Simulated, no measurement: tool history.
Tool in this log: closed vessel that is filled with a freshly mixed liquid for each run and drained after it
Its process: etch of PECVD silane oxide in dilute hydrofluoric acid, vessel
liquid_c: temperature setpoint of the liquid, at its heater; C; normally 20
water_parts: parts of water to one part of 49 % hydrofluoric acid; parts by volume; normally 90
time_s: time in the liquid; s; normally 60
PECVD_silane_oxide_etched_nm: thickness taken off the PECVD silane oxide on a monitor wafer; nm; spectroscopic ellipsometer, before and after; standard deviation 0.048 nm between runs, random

run	hour	liquid_c	water_parts	time_s	read-back film thickness of the PECVD silane oxide reference wafer, read on the same gauge (nm)	PECVD_silane_oxide_etched_nm
1	0	21.5	90	60	60	15.18
2	56.6	20	90	60	60.01	14.23
3	118.3	20	90	60	59.98	14.25
4	163.2	20	90	60	60.01	14.1
5	214.6	20	90	60	60.01	14.2
6	266	19	105	60	59.99	11.43
7	315.1	19	105	60	60.01	11.32
8	342.6	19	105	60	59.99	11.48
9	384	20	65	60	60	20.12
10	417.3	20	90	60	60.01	14.03
11	454.4	18.5	90	70	59.99	15.32
12	500.2	20	90	60	60.02	14.04
# hour 504.5: gauge calibrated
13	527.3	24	90	95	59.99	26.17
# hour 537: thermometer replaced
# hour 571.5: hydrofluoric acid flow meter replaced
14	590.5	20	90	30	60.01	6.52
15	640.9	22	50	60	59.99	26.62
16	673.3	23	115	60	60	11
17	710.4	23	65	60	60	20.97
18	777.7	20	90	60	60	12.87
# hour 790.6: hydrofluoric acid flow meter replaced, repeated, since the last time left the tool worse
19	843.7	18	90	60	60.02	13.92
20	908.3	20	90	60	59.99	15.04

What does the tool deliver on the next run?
21	947.3	17	135	60	?	?

{"run 21": {"read-back film thickness of the PECVD silane oxide reference wafer, read on the same gauge (nm)": 60, "PECVD_silane_oxide_etched_nm": 8.44}}
If the tool had no hidden condition, the same run with the same run-to-run variation would have returned PECVD_silane_oxide_etched_nm 8.53 nm.

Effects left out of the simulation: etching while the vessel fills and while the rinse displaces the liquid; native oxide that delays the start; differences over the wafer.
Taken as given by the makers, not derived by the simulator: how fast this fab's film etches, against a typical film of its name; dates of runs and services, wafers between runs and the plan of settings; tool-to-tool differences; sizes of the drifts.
